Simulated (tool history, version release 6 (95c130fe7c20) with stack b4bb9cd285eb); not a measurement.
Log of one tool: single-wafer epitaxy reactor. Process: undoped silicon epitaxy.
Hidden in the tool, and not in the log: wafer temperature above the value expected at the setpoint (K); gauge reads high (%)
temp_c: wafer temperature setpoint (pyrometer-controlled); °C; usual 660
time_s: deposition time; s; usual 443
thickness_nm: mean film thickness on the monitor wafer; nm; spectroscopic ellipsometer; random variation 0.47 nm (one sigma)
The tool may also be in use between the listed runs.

run	hour	temp_c	time_s	wafers since the last listed run	hours since the last pyrometer calibration	hours since the gauge calibration	read-back reference wafer on the same gauge, thickness_nm	thickness_nm
1	0	660	443	0	22.6	910.5	116.962	98.966
2	83.4	660	443	471	106	993.9	116.962	99.329
3	180.3	660	443	548	202.9	1090.8	117.076	99.606
4	253.9	660	443	416	276.5	1164.4	116.974	100.728
5	334	660	386	453	356.6	1244.5	116.954	89.101
6	398.3	660	443	363	420.9	1308.8	117.142	101.091
7	642.5	651	443	1381	665.1	1553	116.94	87.07
8	717.9	651	443	426	740.5	1628.4	117.071	86.292
9	908.5	651	443	1078	931.1	1819	116.938	86.678
10	944.8	660	419	205	967.4	1855.3	117.086	97.148
11	995.6	666	443	287	1018.2	1906.1	117.038	114.769
# hour 999.9: gauge calibrated
12	1076.7	660	443	458	1099.3	76.8	117.045	103.022
13	1126.7	660	476	282	1149.3	126.8	117.02	110.064
14	1184.8	652	443	328	1207.4	184.9	117.085	88.22
# hour 1211.7: pyrometer calibrated
15	1225.3	652	443	183	13.6	225.4	117.07	77.393
16	1292	660	380	377	80.3	292.1	116.956	78.409
17	1398.3	660	465	601	186.6	398.4	117.08	96.261
18	1474.7	660	443	432	263	474.8	116.976	92.652
19	1511.5	650	486	208	299.8	511.6	117.054	84.112
# hour 1531.2: pyrometer calibrated, repeated, since the last time left the tool worse
20	1555.6	647	443	204	24.4	555.7	116.91	77.905
21	1618.3	647	411	354	87.1	618.4	116.924	72.577
22	1659.5	660	366	233	128.3	659.6	117.025	83.408
23	1750.1	660	487	512	218.9	750.2	116.972	112.216
24	1852.7	668	526	580	321.5	852.8	117.044	141.161
25	1911.6	660	443	333	380.4	911.7	116.949	102.245
26	1997.7	664	492	487	466.5	997.8	117.017	121.923
27	2062.8	647	509	368	531.6	1062.9	116.945	92.381
28	2158	660	443	538	626.8	1158.1	117.05	103.28
29	2214.3	649	443	318	683.1	1214.4	116.946	83.482
30	2279.3	660	481	367	748.1	1279.4	117.051	111.894
31	2380.9	660	358	574	849.7	1381	117.02	84.132
32	2435.1	674	519	306	903.9	1435.2	116.882	157.069

Some steps in thickness_nm between neighbouring runs. How much of each would the tool show without its hidden state too (settings, what came in, random variation), and how much is left for the hidden state, with any gauge scatter that isn't in both results?
Run 14 -> 15: pyrometer calibrated. thickness_nm -10.827 nm: hidden state -10.765, all else -0.062.
Run 19 -> 20: temp_c 650 -> 647, time_s 486 -> 443, pyrometer calibrated, repeated, since the last time left the tool worse. thickness_nm -6.207 nm: hidden state +6.228, all else -12.435.
Run 24 -> 25: temp_c 668 -> 660, time_s 526 -> 443. thickness_nm -38.916 nm: hidden state -1.038, all else -37.878.
Run 26 -> 27: temp_c 664 -> 647, time_s 492 -> 509. thickness_nm -29.542 nm: hidden state -0.914, all else -28.628.
Run 31 -> 32: temp_c 660 -> 674, time_s 358 -> 519. thickness_nm +72.937 nm: hidden state +3.753, all else +69.184.
